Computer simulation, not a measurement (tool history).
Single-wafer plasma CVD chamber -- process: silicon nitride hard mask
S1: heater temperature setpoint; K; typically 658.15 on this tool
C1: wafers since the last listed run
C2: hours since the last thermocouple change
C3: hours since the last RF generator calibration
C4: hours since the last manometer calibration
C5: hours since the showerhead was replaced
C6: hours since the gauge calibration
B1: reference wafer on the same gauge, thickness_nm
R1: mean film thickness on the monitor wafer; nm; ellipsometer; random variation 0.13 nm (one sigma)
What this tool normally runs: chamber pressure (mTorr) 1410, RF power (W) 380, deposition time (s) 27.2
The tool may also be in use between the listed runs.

{"run": 1, "hour": 0.0, "S1": 658.15, "chamber pressure (mTorr)": 1410, "RF power (W)": 380, "deposition time (s)": 27.2, "C1": 0, "C2": 2372.9, "C3": 1106.1, "C4": 1455.0, "C5": 2966.7, "C6": 117.0, "B1": 41.125, "R1": 32.751}
{"run": 2, "hour": 14.2, "S1": 658.15, "chamber pressure (mTorr)": 1410, "RF power (W)": 380, "deposition time (s)": 27.2, "C1": 328, "C2": 2387.1, "C3": 1120.3, "C4": 1469.2, "C5": 2980.9, "C6": 131.2, "B1": 41.053, "R1": 32.748}
{"run": 3, "hour": 27.2, "S1": 658.15, "chamber pressure (mTorr)": 1410, "RF power (W)": 380, "deposition time (s)": 27.2, "C1": 300, "C2": 2400.1, "C3": 1133.3, "C4": 1482.2, "C5": 2993.9, "C6": 144.2, "B1": 41.086, "R1": 32.657}
{"run": 4, "hour": 81.1, "S1": 649.15, "chamber pressure (mTorr)": 1410, "RF power (W)": 395, "deposition time (s)": 27.2, "C1": 1246, "C2": 2454.0, "C3": 1187.2, "C4": 1536.1, "C5": 3047.8, "C6": 198.1, "B1": 41.079, "R1": 33.907}
{"run": 5, "hour": 97.2, "S1": 658.15, "chamber pressure (mTorr)": 1410, "RF power (W)": 380, "deposition time (s)": 27.2, "C1": 372, "C2": 2470.1, "C3": 1203.3, "C4": 1552.2, "C5": 3063.9, "C6": 214.2, "B1": 41.082, "R1": 32.71}
{"run": 6, "hour": 111.3, "S1": 658.15, "chamber pressure (mTorr)": 1410, "RF power (W)": 380, "deposition time (s)": 27.2, "C1": 326, "C2": 2484.2, "C3": 1217.4, "C4": 1566.3, "C5": 3078.0, "C6": 228.3, "B1": 41.074, "R1": 32.504}
{"hour": 123.0, "done": "capacitance manometer re-zeroed and calibrated"}
{"run": 7, "hour": 128.5, "S1": 658.15, "chamber pressure (mTorr)": 1230, "RF power (W)": 380, "deposition time (s)": 27.2, "C1": 212, "C2": 2501.4, "C3": 1234.6, "C4": 5.5, "C5": 3095.2, "C6": 245.5, "B1": 41.085, "R1": 31.805}
{"run": 8, "hour": 139.2, "S1": 658.15, "chamber pressure (mTorr)": 1230, "RF power (W)": 380, "deposition time (s)": 27.2, "C1": 247, "C2": 2512.1, "C3": 1245.3, "C4": 16.2, "C5": 3105.9, "C6": 256.2, "B1": 41.06, "R1": 31.92}
{"run": 9, "hour": 148.8, "S1": 658.15, "chamber pressure (mTorr)": 1410, "RF power (W)": 380, "deposition time (s)": 27.2, "C1": 221, "C2": 2521.7, "C3": 1254.9, "C4": 25.8, "C5": 3115.5, "C6": 265.8, "B1": 41.113, "R1": 32.417}
{"run": 10, "hour": 158.7, "S1": 658.15, "chamber pressure (mTorr)": 1410, "RF power (W)": 380, "deposition time (s)": 27.2, "C1": 228, "C2": 2531.6, "C3": 1264.8, "C4": 35.7, "C5": 3125.4, "C6": 275.7, "B1": 41.104, "R1": 32.437}
{"hour": 168.0, "done": "RF generator calibrated"}
{"run": 11, "hour": 171.7, "S1": 644.15, "chamber pressure (mTorr)": 1410, "RF power (W)": 360, "deposition time (s)": 28.6, "C1": 115, "C2": 2544.6, "C3": 3.7, "C4": 48.7, "C5": 3138.4, "C6": 288.7, "B1": 41.101, "R1": 35.865}
{"hour": 183.3, "done": "thermocouple changed; heater temperature recalibrated"}
{"run": 12, "hour": 183.8, "S1": 658.15, "chamber pressure (mTorr)": 1410, "RF power (W)": 310, "deposition time (s)": 25.7, "C1": 94, "C2": 0.5, "C3": 15.8, "C4": 60.8, "C5": 3150.5, "C6": 300.8, "B1": 41.071, "R1": 27.113}

For run 13, what comes out?
{"hour": 189.9, "done": "gauge calibrated"}
{"run": 13, "hour": 192.8, "S1": 644.15, "chamber pressure (mTorr)": 1410, "RF power (W)": 315, "deposition time (s)": 22.6, "C1": 208, "C2": 9.5, "C3": 24.8, "C4": 69.8, "C5": 3159.5, "C6": 2.9, "B1": "?", "R1": "?"}

B1: 41.111
R1: 24.545 nm
Without the tool's hidden state the same run would have given R1 24.682 nm.
